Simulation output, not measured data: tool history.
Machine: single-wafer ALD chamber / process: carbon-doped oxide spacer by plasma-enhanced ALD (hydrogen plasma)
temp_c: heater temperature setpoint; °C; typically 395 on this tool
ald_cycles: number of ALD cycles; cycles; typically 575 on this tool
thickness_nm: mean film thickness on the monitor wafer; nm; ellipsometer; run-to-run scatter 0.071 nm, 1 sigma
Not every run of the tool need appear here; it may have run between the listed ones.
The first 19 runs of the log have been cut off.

| run | day | temp_c | ald_cycles | read-back reference wafer on the same gauge, thickness_nm | thickness_nm |
|---|---|---|---|---|---|
| 20 | 76.108 | 395 | 575 | 31.931 | 28.537 |
| 21 | 79.529 | 382 | 488 | 31.941 | 24.221 |
| 22 | 82.408 | 399 | 490 | 31.939 | 24.396 |
| 23 | 85.725 | 389 | 522 | 31.927 | 25.934 |
| 24 | 87.883 | 395 | 575 | 31.964 | 28.580 |
| 25 | 90.500 | 395 | 545 | 31.969 | 27.079 |
| 26 | 93.475 | 395 | 461 | 31.939 | 23.001 |
| 27 | 97.483 | 395 | 575 | 31.971 | 28.403 |
| 28 | 101.721 | 395 | 473 | 31.991 | 23.520 |
| 29 | 104.425 | 406 | 637 | 31.976 | 31.250 |
| 30 | 107.429 | 406 | 637 | 32.008 | 31.256 |
| 31 | 111.579 | 410 | 641 | 32.002 | 31.074 |
|  | 113.000 | thermocouple changed; heater temperature recalibrated |
| 32 | 115.958 | 385 | 654 | 31.994 | 32.589 |
| 33 | 120.271 | 395 | 464 | 32.032 | 23.227 |

Run 34 is up next; what results do you expect?
| 34 | 121.883 | 400 | 647 | ? | ? |

Run 34 measured read-back reference wafer on the same gauge, thickness_nm 32.046, thickness_nm 32.242 nm.
The same run, on a tool lacking any hidden state, would have yielded thickness_nm 32.104 nm.
